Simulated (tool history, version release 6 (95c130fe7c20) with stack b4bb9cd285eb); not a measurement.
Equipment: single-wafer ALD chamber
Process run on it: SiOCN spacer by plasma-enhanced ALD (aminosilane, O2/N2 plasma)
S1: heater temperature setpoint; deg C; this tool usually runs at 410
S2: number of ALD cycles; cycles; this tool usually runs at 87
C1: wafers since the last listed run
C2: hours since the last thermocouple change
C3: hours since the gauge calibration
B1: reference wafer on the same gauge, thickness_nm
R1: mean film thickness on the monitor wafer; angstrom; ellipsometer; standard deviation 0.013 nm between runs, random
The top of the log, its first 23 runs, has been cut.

run 24 hour=322.4 | S1=423 S2=100 | C1=47 C2=26.5 C3=102.5 | B1=5.416 | R1=59.19
run 25 hour=329.5 | S1=417 S2=87 | C1=21 C2=33.6 C3=109.6 | B1=5.420 | R1=52.39
run 26 hour=336.7 | S1=405 S2=96 | C1=21 C2=40.8 C3=116.8 | B1=5.418 | R1=60.45
run 27 hour=350.0 | S1=401 S2=100 | C1=39 C2=54.1 C3=130.1 | B1=5.420 | R1=63.53
run 28 hour=366.4 | S1=406 S2=79 | C1=49 C2=70.5 C3=146.5 | B1=5.420 | R1=49.24
run 29 hour=375.2 | S1=410 S2=87 | C1=26 C2=79.3 C3=155.3 | B1=5.419 | R1=53.83
run 30 hour=383.5 | S1=399 S2=92 | C1=24 C2=87.6 C3=163.6 | B1=5.422 | R1=58.70
run 31 hour=413.4 | S1=396 S2=100 | C1=89 C2=117.5 C3=193.5 | B1=5.419 | R1=63.59
run 32 hour=437.0 | S1=398 S2=87 | C1=70 C2=141.1 C3=217.1 | B1=5.422 | R1=55.64
run 33 hour=452.6 | S1=410 S2=87 | C1=46 C2=156.7 C3=232.7 | B1=5.422 | R1=53.42
run 34 hour=468.1 | S1=397 S2=96 | C1=46 C2=172.2 C3=248.2 | B1=5.417 | R1=61.09
run 35 hour=482.5 | S1=420 S2=82 | C1=43 C2=186.6 C3=262.6 | B1=5.419 | R1=48.96
run 36 hour=496.7 | S1=414 S2=79 | C1=42 C2=200.8 C3=276.8 | B1=5.418 | R1=48.03
run 37 hour=504.1 | S1=405 S2=78 | C1=22 C2=208.2 C3=284.2 | B1=5.420 | R1=49.00
run 38 hour=515.8 | S1=418 S2=72 | C1=35 C2=219.9 C3=295.9 | B1=5.423 | R1=43.16
run 39 hour=522.4 | S1=421 S2=70 | C1=19 C2=226.5 C3=302.5 | B1=5.419 | R1=41.66
run 40 hour=528.5 | S1=410 S2=70 | C1=18 C2=232.6 C3=308.6 | B1=5.419 | R1=43.12
run 41 hour=537.5 | S1=417 S2=104 | C1=26 C2=241.6 C3=317.6 | B1=5.421 | R1=62.67
run 42 hour=550.0 | S1=399 S2=92 | C1=37 C2=254.1 C3=330.1 | B1=5.417 | R1=58.69
run 43 hour=566.6 | S1=410 S2=93 | C1=49 C2=270.7 C3=346.7 | B1=5.416 | R1=57.46
run 44 hour=578.9 | S1=410 S2=77 | C1=36 C2=283.0 C3=359.0 | B1=5.421 | R1=47.66
run 45 hour=587.9 | S1=424 S2=98 | C1=26 C2=292.0 C3=368.0 | B1=5.420 | R1=57.54

5 ways to go on from here, each from the tool as it stands after run 45. What would each give?
run A hour=588.5 | S1=410 S2=98 | C1=1 C2=292.6 C3=368.6 | B1=? | R1=?
run B hour=588.5 | S1=410 S2=80 | C1=1 C2=292.6 C3=368.6 | B1=? | R1=?
run C hour=588.5 | S1=405 S2=97 | C1=1 C2=292.6 C3=368.6 | B1=? | R1=?
run D hour=588.5 | S1=415 S2=79 | C1=1 C2=292.6 C3=368.6 | B1=? | R1=?
run E hour=588.5 | S1=422 S2=73 | C1=1 C2=292.6 C3=368.6 | B1=? | R1=?

run=A B1=5.425 R1=60.61
run=B B1=5.425 R1=49.48
run=C B1=5.425 R1=61.05
run=D B1=5.425 R1=48.00
run=E B1=5.425 R1=43.24
The same runs, with their run-to-run variation unchanged, on a tool lacking any hidden condition would have given:
run=A R1=60.61
run=B R1=49.48
run=C R1=61.05
run=D R1=48.00
run=E R1=43.24
